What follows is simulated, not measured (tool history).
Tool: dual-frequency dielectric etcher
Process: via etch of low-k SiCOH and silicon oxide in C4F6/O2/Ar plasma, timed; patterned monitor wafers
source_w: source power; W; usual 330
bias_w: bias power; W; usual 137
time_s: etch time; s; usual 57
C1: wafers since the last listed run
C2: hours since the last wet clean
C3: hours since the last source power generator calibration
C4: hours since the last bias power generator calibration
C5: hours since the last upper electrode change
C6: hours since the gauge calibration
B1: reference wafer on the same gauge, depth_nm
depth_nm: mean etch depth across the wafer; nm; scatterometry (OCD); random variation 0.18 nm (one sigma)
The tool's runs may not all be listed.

{"run": 1, "hour": 0.0, "source_w": 330, "bias_w": 137, "time_s": 57, "C1": 0, "C2": 423.8, "C3": 1238.9, "C4": 2708.2, "C5": 5283.8, "C6": 91.8, "B1": 116, "depth_nm": 127.7}
{"run": 2, "hour": 10.4, "source_w": 330, "bias_w": 137, "time_s": 57, "C1": 89, "C2": 434.2, "C3": 1249.3, "C4": 2718.6, "C5": 5294.2, "C6": 102.2, "B1": 116, "depth_nm": 127.8}
{"run": 3, "hour": 24.2, "source_w": 330, "bias_w": 137, "time_s": 57, "C1": 118, "C2": 448, "C3": 1263.1, "C4": 2732.4, "C5": 5308, "C6": 116, "B1": 115.9, "depth_nm": 128}
{"run": 4, "hour": 40.3, "source_w": 330, "bias_w": 137, "time_s": 57, "C1": 138, "C2": 464.1, "C3": 1279.2, "C4": 2748.5, "C5": 5324.1, "C6": 132.1, "B1": 116.1, "depth_nm": 127.8}
{"run": 5, "hour": 52.4, "source_w": 330, "bias_w": 144, "time_s": 57, "C1": 103, "C2": 476.2, "C3": 1291.3, "C4": 2760.6, "C5": 5336.2, "C6": 144.2, "B1": 116, "depth_nm": 130.4}
{"run": 6, "hour": 59.7, "source_w": 330, "bias_w": 137, "time_s": 57, "C1": 62, "C2": 483.5, "C3": 1298.6, "C4": 2767.9, "C5": 5343.5, "C6": 151.5, "B1": 116, "depth_nm": 128.3}
{"run": 7, "hour": 67.0, "source_w": 330, "bias_w": 137, "time_s": 57, "C1": 62, "C2": 490.8, "C3": 1305.9, "C4": 2775.2, "C5": 5350.8, "C6": 158.8, "B1": 115.9, "depth_nm": 128.3}
{"run": 8, "hour": 82.3, "source_w": 330, "bias_w": 137, "time_s": 57, "C1": 131, "C2": 506.1, "C3": 1321.2, "C4": 2790.5, "C5": 5366.1, "C6": 174.1, "B1": 116, "depth_nm": 128.8}
{"hour": 110.1, "done": "wet clean of the chamber"}
{"hour": 133.9, "done": "upper electrode replaced"}
{"run": 9, "hour": 134.4, "source_w": 330, "bias_w": 157, "time_s": 57, "C1": 36, "C2": 24.3, "C3": 1373.3, "C4": 2842.6, "C5": 0.5, "C6": 226.2, "B1": 116, "depth_nm": 130.2}
{"run": 10, "hour": 134.7, "source_w": 330, "bias_w": 157, "time_s": 57, "C1": 2, "C2": 24.6, "C3": 1373.6, "C4": 2842.9, "C5": 0.8, "C6": 226.5, "B1": 116, "depth_nm": 130.2}
{"run": 11, "hour": 135.1, "source_w": 330, "bias_w": 157, "time_s": 57, "C1": 3, "C2": 25, "C3": 1374, "C4": 2843.3, "C5": 1.2, "C6": 226.9, "B1": 116, "depth_nm": 130.1}
{"run": 12, "hour": 149.1, "source_w": 330, "bias_w": 137, "time_s": 63.5, "C1": 120, "C2": 39, "C3": 1388, "C4": 2857.3, "C5": 15.2, "C6": 240.9, "B1": 116, "depth_nm": 139.6}
{"run": 13, "hour": 156.1, "source_w": 330, "bias_w": 137, "time_s": 63.5, "C1": 60, "C2": 46, "C3": 1395, "C4": 2864.3, "C5": 22.2, "C6": 247.9, "B1": 115.9, "depth_nm": 140.3}
{"run": 14, "hour": 165.2, "source_w": 290, "bias_w": 125, "time_s": 63.5, "C1": 78, "C2": 55.1, "C3": 1404.1, "C4": 2873.4, "C5": 31.3, "C6": 257, "B1": 116, "depth_nm": 125.3}
{"run": 15, "hour": 180.9, "source_w": 370, "bias_w": 137, "time_s": 46, "C1": 134, "C2": 70.8, "C3": 1419.8, "C4": 2889.1, "C5": 47, "C6": 272.7, "B1": 115.9, "depth_nm": 108.6}
{"run": 16, "hour": 196.8, "source_w": 260, "bias_w": 137, "time_s": 57, "C1": 136, "C2": 86.7, "C3": 1435.7, "C4": 2905, "C5": 62.9, "C6": 288.6, "B1": 116, "depth_nm": 107.1}
{"hour": 212.8, "done": "gauge calibrated"}
{"hour": 218.9, "done": "source power generator calibrated"}
{"hour": 233.1, "done": "bias power generator calibrated"}
{"run": 17, "hour": 240.7, "source_w": 330, "bias_w": 164, "time_s": 57, "C1": 308, "C2": 130.6, "C3": 21.8, "C4": 7.6, "C5": 106.8, "C6": 27.9, "B1": 116, "depth_nm": 129.9}
{"run": 18, "hour": 248.4, "source_w": 260, "bias_w": 157, "time_s": 49, "C1": 66, "C2": 138.3, "C3": 29.5, "C4": 15.3, "C5": 114.5, "C6": 35.6, "B1": 116.1, "depth_nm": 93.8}
{"run": 19, "hour": 266.4, "source_w": 300, "bias_w": 115, "time_s": 57, "C1": 154, "C2": 156.3, "C3": 47.5, "C4": 33.3, "C5": 132.5, "C6": 53.6, "B1": 116.1, "depth_nm": 111.1}
{"run": 20, "hour": 280.2, "source_w": 330, "bias_w": 137, "time_s": 57, "C1": 118, "C2": 170.1, "C3": 61.3, "C4": 47.1, "C5": 146.3, "C6": 67.4, "B1": 116, "depth_nm": 123.8}
{"run": 21, "hour": 288.6, "source_w": 330, "bias_w": 137, "time_s": 43.5, "C1": 72, "C2": 178.5, "C3": 69.7, "C4": 55.5, "C5": 154.7, "C6": 75.8, "B1": 116, "depth_nm": 94.7}
{"run": 22, "hour": 296.7, "source_w": 400, "bias_w": 137, "time_s": 64, "C1": 69, "C2": 186.6, "C3": 77.8, "C4": 63.6, "C5": 162.8, "C6": 83.9, "B1": 116, "depth_nm": 155.9}
{"run": 23, "hour": 304.1, "source_w": 330, "bias_w": 137, "time_s": 44, "C1": 63, "C2": 194, "C3": 85.2, "C4": 71, "C5": 170.2, "C6": 91.3, "B1": 116, "depth_nm": 95.8}
{"run": 24, "hour": 319.2, "source_w": 330, "bias_w": 137, "time_s": 57, "C1": 129, "C2": 209.1, "C3": 100.3, "C4": 86.1, "C5": 185.3, "C6": 106.4, "B1": 116, "depth_nm": 124}
{"run": 25, "hour": 327.7, "source_w": 330, "bias_w": 137, "time_s": 57, "C1": 73, "C2": 217.6, "C3": 108.8, "C4": 94.6, "C5": 193.8, "C6": 114.9, "B1": 116, "depth_nm": 124.1}
{"run": 26, "hour": 340.2, "source_w": 330, "bias_w": 137, "time_s": 57, "C1": 107, "C2": 230.1, "C3": 121.3, "C4": 107.1, "C5": 206.3, "C6": 127.4, "B1": 116, "depth_nm": 124.2}
{"run": 27, "hour": 355.7, "source_w": 330, "bias_w": 116, "time_s": 71.5, "C1": 133, "C2": 245.6, "C3": 136.8, "C4": 122.6, "C5": 221.8, "C6": 142.9, "B1": 115.9, "depth_nm": 149.7}

5 ways to go on from here, each from the tool as it stands after run 27. What would each give?
{"run": "A", "hour": 356.1, "source_w": 330, "bias_w": 137, "time_s": 57, "C1": 3, "C2": 246, "C3": 137.2, "C4": 123, "C5": 222.2, "C6": 143.3, "B1": "?", "depth_nm": "?"}
{"run": "B", "hour": 356.1, "source_w": 280, "bias_w": 137, "time_s": 44, "C1": 3, "C2": 246, "C3": 137.2, "C4": 123, "C5": 222.2, "C6": 143.3, "B1": "?", "depth_nm": "?"}
{"run": "C", "hour": 356.1, "source_w": 400, "bias_w": 137, "time_s": 73, "C1": 3, "C2": 246, "C3": 137.2, "C4": 123, "C5": 222.2, "C6": 143.3, "B1": "?", "depth_nm": "?"}
{"run": "D", "hour": 356.1, "source_w": 330, "bias_w": 168, "time_s": 57, "C1": 3, "C2": 246, "C3": 137.2, "C4": 123, "C5": 222.2, "C6": 143.3, "B1": "?", "depth_nm": "?"}
{"run": "E", "hour": 356.1, "source_w": 380, "bias_w": 137, "time_s": 49.5, "C1": 3, "C2": 246, "C3": 137.2, "C4": 123, "C5": 222.2, "C6": 143.3, "B1": "?", "depth_nm": "?"}

run=A B1=116 depth_nm=123.8
run=B B1=116 depth_nm=85.7
run=C B1=116 depth_nm=178
run=D B1=116 depth_nm=131
run=E B1=116 depth_nm=117.2
Without the tool's hidden state the same runs would have given:
run=A depth_nm=122
run=B depth_nm=84.4
run=C depth_nm=175.4
run=D depth_nm=129
run=E depth_nm=115.4

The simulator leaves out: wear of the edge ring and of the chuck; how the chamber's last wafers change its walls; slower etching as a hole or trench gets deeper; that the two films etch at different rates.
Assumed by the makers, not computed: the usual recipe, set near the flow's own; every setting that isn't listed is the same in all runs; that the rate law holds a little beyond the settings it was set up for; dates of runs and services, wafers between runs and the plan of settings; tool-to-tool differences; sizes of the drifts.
